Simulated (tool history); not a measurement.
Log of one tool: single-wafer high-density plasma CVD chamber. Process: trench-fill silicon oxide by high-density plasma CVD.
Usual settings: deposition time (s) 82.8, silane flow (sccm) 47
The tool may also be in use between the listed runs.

run   hour  deposition time (s)  silane flow (sccm)  read-back reference wafer on the same gauge, thickness_nm  mean film thickness on the monitor wafer (nm)
  1    0.0                 82.8                  47                                                    461.508                                        398.756
  2   30.5                 92.3                  41                                                    461.004                                        387.587
  3   84.8                 92.3                  41                                                    461.091                                        386.487
  4  117.1                 92.3                  41                                                    461.170                                        386.944
  5  144.5                 82.8                  47                                                    461.252                                        398.012
  6  194.7                 82.8                  44                                                    461.035                                        372.929
  7  257.4                 82.8                  44                                                    460.961                                        373.335
  8  291.0                 82.8                  47                                                    461.327                                        397.515
  9  376.0                 82.8                  47                                                    460.605                                        399.166
 10  424.8                 82.8                  47                                                    460.951                                        397.852
 11  449.3                 76.6                  47                                                    461.299                                        368.849
 12  493.8                 82.8                  47                                                    461.166                                        398.600
 13  519.2                 73.9                  47                                                    460.768                                        355.672
     600.8  -- silane flow controller replaced
 14  656.6                 94.3                  47                                                    460.485                                        463.081
 15  688.3                 78.0                  47                                                    461.005                                        381.987
 16  712.5                 98.2                  38                                                    460.945                                        389.948
 17  775.8                 98.7                  39                                                    461.109                                        402.437
 18  827.8                 66.4                  39                                                    460.513                                        269.279
     899.8  -- gauge calibrated
 19  968.4                 70.4                  51                                                    460.981                                        371.459

The next listed run, before its measurement:
 20  1006.6                 82.8                  40                                                          ?                                              ?

{"run 20": {"read-back reference wafer on the same gauge, thickness_nm": 460.89, "mean film thickness on the monitor wafer (nm)": 342.022}}
Without the tool's hidden state the same run would have given mean film thickness on the monitor wafer (nm) 346.304.

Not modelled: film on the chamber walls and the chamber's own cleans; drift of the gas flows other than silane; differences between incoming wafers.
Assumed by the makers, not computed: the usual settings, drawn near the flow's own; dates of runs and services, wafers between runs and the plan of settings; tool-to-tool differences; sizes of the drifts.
